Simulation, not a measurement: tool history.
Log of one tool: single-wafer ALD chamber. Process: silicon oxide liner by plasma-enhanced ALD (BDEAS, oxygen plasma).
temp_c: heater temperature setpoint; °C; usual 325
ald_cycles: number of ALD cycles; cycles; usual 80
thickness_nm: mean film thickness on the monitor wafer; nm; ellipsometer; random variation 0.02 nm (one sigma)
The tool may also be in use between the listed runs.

| run | hour | temp_c | ald_cycles | read-back reference wafer on the same gauge, thickness_nm | thickness_nm |
|---|---|---|---|---|---|
| 1 | 0.0 | 325 | 80 | 8.286 | 7.786 |
| 2 | 89.7 | 325 | 80 | 8.287 | 7.829 |
| 3 | 151.0 | 325 | 80 | 8.290 | 7.815 |
| 4 | 193.7 | 325 | 80 | 8.291 | 7.817 |
| 5 | 242.1 | 325 | 80 | 8.290 | 7.822 |
| 6 | 287.3 | 325 | 90 | 8.287 | 8.792 |
| 7 | 377.1 | 325 | 90 | 8.288 | 8.796 |
| 8 | 468.7 | 318 | 80 | 8.290 | 7.893 |
| 9 | 528.2 | 325 | 85 | 8.291 | 8.268 |
| 10 | 634.7 | 325 | 85 | 8.288 | 8.315 |
| 11 | 676.1 | 325 | 85 | 8.289 | 8.277 |
| 12 | 770.2 | 325 | 72 | 8.289 | 7.044 |
| 13 | 848.5 | 325 | 72 | 8.289 | 7.043 |
| 14 | 952.3 | 325 | 72 | 8.291 | 7.029 |
| 15 | 1057.4 | 325 | 80 | 8.295 | 7.804 |
| 16 | 1117.5 | 325 | 80 | 8.286 | 7.803 |
| 17 | 1171.1 | 325 | 80 | 8.289 | 7.782 |
| 18 | 1274.3 | 325 | 80 | 8.293 | 7.821 |
|  | 1284.8 | thermocouple changed; heater temperature recalibrated |
| 19 | 1345.0 | 325 | 80 | 8.293 | 7.797 |
|  | 1384.0 | gauge calibrated |
| 20 | 1396.3 | 333 | 80 | 8.286 | 7.719 |
| 21 | 1451.4 | 333 | 80 | 8.291 | 7.754 |
| 22 | 1494.2 | 315 | 80 | 8.287 | 7.908 |
| 23 | 1576.4 | 325 | 80 | 8.287 | 7.802 |
| 24 | 1628.9 | 332 | 70 | 8.288 | 6.787 |
| 25 | 1729.1 | 338 | 80 | 8.296 | 7.659 |
| 26 | 1817.4 | 312 | 94 | 8.285 | 9.334 |
| 27 | 1926.7 | 313 | 67 | 8.293 | 6.653 |
| 28 | 2223.1 | 325 | 80 | 8.292 | 7.808 |
| 29 | 2328.5 | 325 | 80 | 8.289 | 7.816 |
| 30 | 2370.2 | 325 | 71 | 8.289 | 6.920 |
| 31 | 2437.0 | 325 | 90 | 8.291 | 8.772 |
| 32 | 2474.4 | 316 | 80 | 8.289 | 7.918 |
| 33 | 2519.8 | 336 | 80 | 8.288 | 7.718 |
| 34 | 2583.5 | 338 | 92 | 8.286 | 8.836 |
| 35 | 2663.1 | 318 | 93 | 8.289 | 9.166 |
| 36 | 2740.9 | 325 | 80 | 8.285 | 7.812 |
| 37 | 2817.7 | 337 | 89 | 8.287 | 8.606 |
| 38 | 2894.4 | 325 | 80 | 8.291 | 7.826 |
| 39 | 2944.0 | 325 | 73 | 8.286 | 7.119 |
| 40 | 3074.1 | 318 | 80 | 8.289 | 7.882 |
|  | 3320.5 | thermocouple changed; heater temperature recalibrated |
| 41 | 3383.8 | 319 | 88 | 8.287 | 8.663 |
| 42 | 3451.1 | 325 | 80 | 8.288 | 7.819 |

Forecast each of these 3 alternatives for the next run:
| A | 3451.6 | 313 | 80 | ? | ? |
| B | 3451.6 | 339 | 95 | ? | ? |
| C | 3451.6 | 320 | 68 | ? | ? |

| run | read-back reference wafer on the same gauge, thickness_nm | thickness_nm |
|---|---|---|
| A | 8.288 | 7.929 |
| B | 8.288 | 9.108 |
| C | 8.288 | 6.680 |
Without the tool's hidden state the same runs would have given:
| run | thickness_nm |
|---|---|
| A | 7.929 |
| B | 9.108 |
| C | 6.680 |

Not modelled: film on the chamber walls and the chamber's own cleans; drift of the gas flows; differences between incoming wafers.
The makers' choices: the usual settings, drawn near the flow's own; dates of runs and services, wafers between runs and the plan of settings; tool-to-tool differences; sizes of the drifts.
